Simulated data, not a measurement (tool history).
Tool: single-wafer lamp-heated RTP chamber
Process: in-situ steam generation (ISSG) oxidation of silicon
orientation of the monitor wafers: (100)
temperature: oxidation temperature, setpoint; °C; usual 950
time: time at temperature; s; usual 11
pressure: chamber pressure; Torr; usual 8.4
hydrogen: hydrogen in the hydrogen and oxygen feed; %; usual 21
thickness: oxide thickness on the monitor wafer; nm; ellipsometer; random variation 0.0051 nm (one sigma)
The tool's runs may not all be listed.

| run | day | temperature | time | pressure | hydrogen | wafers since the last listed run | wafers since the last pyrometer calibration | hours since the pressure gauge was zeroed | hours since the hydrogen flow controller was replaced | hours since the gauge calibration | read-back reference wafer on the same gauge, thickness | thickness |
|---|---|---|---|---|---|---|---|---|---|---|---|---|
| 1 | 0.000 | 950 | 11 | 8.4 | 21 | 0 | 1637 | 1549.4 | 1675.3 | 167.8 | 2.908 | 3.408 |
| 2 | 1.675 | 950 | 11 | 8.4 | 21 | 260 | 1897 | 1589.6 | 1715.5 | 208.0 | 2.909 | 3.410 |
| 3 | 4.200 | 950 | 14 | 8.4 | 21 | 392 | 2290 | 1650.2 | 1776.1 | 268.6 | 2.910 | 3.735 |
| 4 | 5.404 | 950 | 14 | 8.4 | 21 | 187 | 2477 | 1679.1 | 1805.0 | 297.5 | 2.911 | 3.726 |
| 5 | 8.183 | 950 | 14 | 8.4 | 21 | 431 | 2908 | 1745.8 | 1871.7 | 364.2 | 2.909 | 3.749 |
| 6 | 9.854 | 950 | 11 | 8.9 | 21 | 259 | 3168 | 1785.9 | 1911.8 | 404.3 | 2.909 | 3.398 |
| 7 | 11.546 | 950 | 11 | 8.9 | 21 | 262 | 3431 | 1826.5 | 1952.4 | 444.9 | 2.911 | 3.399 |
| 8 | 14.221 | 950 | 11 | 8.4 | 21 | 415 | 3846 | 1890.7 | 2016.6 | 509.1 | 2.911 | 3.432 |
|  | 15.267 | hydrogen flow controller replaced |
| 9 | 16.342 | 950 | 11 | 8.4 | 21 | 277 | 4124 | 1941.6 | 25.8 | 560.0 | 2.909 | 3.406 |
| 10 | 17.992 | 950 | 11 | 8.4 | 26 | 256 | 4380 | 1981.2 | 65.4 | 599.6 | 2.911 | 3.589 |
| 11 | 20.483 | 950 | 11 | 8.4 | 26 | 387 | 4767 | 2041.0 | 125.2 | 659.4 | 2.910 | 3.612 |
| 12 | 23.150 | 950 | 10 | 8.4 | 21 | 414 | 5182 | 2105.0 | 189.2 | 723.4 | 2.910 | 3.295 |
| 13 | 24.533 | 950 | 10 | 8.4 | 21 | 214 | 5396 | 2138.2 | 222.4 | 756.6 | 2.909 | 3.306 |
| 14 | 25.638 | 950 | 10 | 8.4 | 21 | 171 | 5568 | 2164.7 | 248.9 | 783.1 | 2.911 | 3.309 |
| 15 | 27.283 | 950 | 11 | 8.4 | 27 | 255 | 5824 | 2204.2 | 288.4 | 822.6 | 2.908 | 3.657 |
|  | 28.979 | pyrometer window cleaned and pyrometer calibrated |
| 16 | 29.800 | 934 | 11 | 8.4 | 21 | 339 | 127 | 2264.6 | 348.8 | 883.0 | 2.911 | 3.260 |
| 17 | 30.825 | 950 | 11 | 9.3 | 14 | 159 | 286 | 2289.2 | 373.4 | 907.6 | 2.911 | 3.050 |
| 18 | 33.004 | 933 | 13 | 8.4 | 31 | 338 | 625 | 2341.5 | 425.7 | 959.9 | 2.911 | 3.828 |
|  | 33.383 | gauge calibrated |
| 19 | 34.488 | 940 | 11 | 8.4 | 17 | 230 | 855 | 2377.1 | 461.3 | 26.5 | 2.910 | 3.135 |
| 20 | 36.008 | 950 | 11 | 8.4 | 21 | 236 | 1092 | 2413.6 | 497.8 | 63.0 | 2.910 | 3.379 |
|  | 38.775 | pressure gauge zeroed |
| 21 | 38.796 | 950 | 13 | 9.8 | 21 | 381 | 1473 | 0.5 | 564.7 | 129.9 | 2.910 | 3.533 |
| 22 | 40.788 | 970 | 11 | 8.4 | 26 | 309 | 1782 | 48.3 | 612.5 | 177.7 | 2.909 | 3.758 |
| 23 | 42.212 | 937 | 11 | 8.4 | 21 | 221 | 2004 | 82.5 | 646.7 | 211.9 | 2.911 | 3.293 |
| 24 | 43.779 | 950 | 11 | 8.4 | 21 | 243 | 2247 | 120.1 | 684.3 | 249.5 | 2.909 | 3.381 |
| 25 | 45.967 | 950 | 12 | 8.4 | 21 | 339 | 2587 | 172.6 | 736.8 | 302.0 | 2.911 | 3.504 |
| 26 | 47.704 | 950 | 11 | 8.4 | 21 | 269 | 2857 | 214.3 | 778.5 | 343.7 | 2.910 | 3.396 |
| 27 | 49.383 | 944 | 10 | 8.4 | 21 | 260 | 3118 | 254.6 | 818.8 | 384.0 | 2.910 | 3.241 |
| 28 | 50.879 | 950 | 11 | 8.4 | 21 | 232 | 3350 | 290.5 | 854.7 | 419.9 | 2.910 | 3.396 |

5 ways to go on from here, each from the tool as it stands after run 28. What would each give?
| A | 50.896 | 950 | 11 | 7.8 | 21 | 2 | 3353 | 290.9 | 855.1 | 420.3 | ? | ? |
| B | 50.896 | 950 | 14 | 8.4 | 27 | 2 | 3353 | 290.9 | 855.1 | 420.3 | ? | ? |
| C | 50.896 | 950 | 11 | 7.7 | 17 | 2 | 3353 | 290.9 | 855.1 | 420.3 | ? | ? |
| D | 50.896 | 955 | 11 | 7.3 | 31 | 2 | 3353 | 290.9 | 855.1 | 420.3 | ? | ? |
| E | 50.896 | 939 | 11 | 8.4 | 21 | 2 | 3353 | 290.9 | 855.1 | 420.3 | ? | ? |

| run | read-back reference wafer on the same gauge, thickness | thickness |
|---|---|---|
| A | 2.911 | 3.420 |
| B | 2.911 | 3.978 |
| C | 2.911 | 3.244 |
| D | 2.911 | 3.862 |
| E | 2.911 | 3.328 |
Without the tool's hidden state the same runs would have given:
| run | thickness |
|---|---|
| A | 3.395 |
| B | 3.946 |
| C | 3.220 |
| D | 3.832 |
| E | 3.305 |
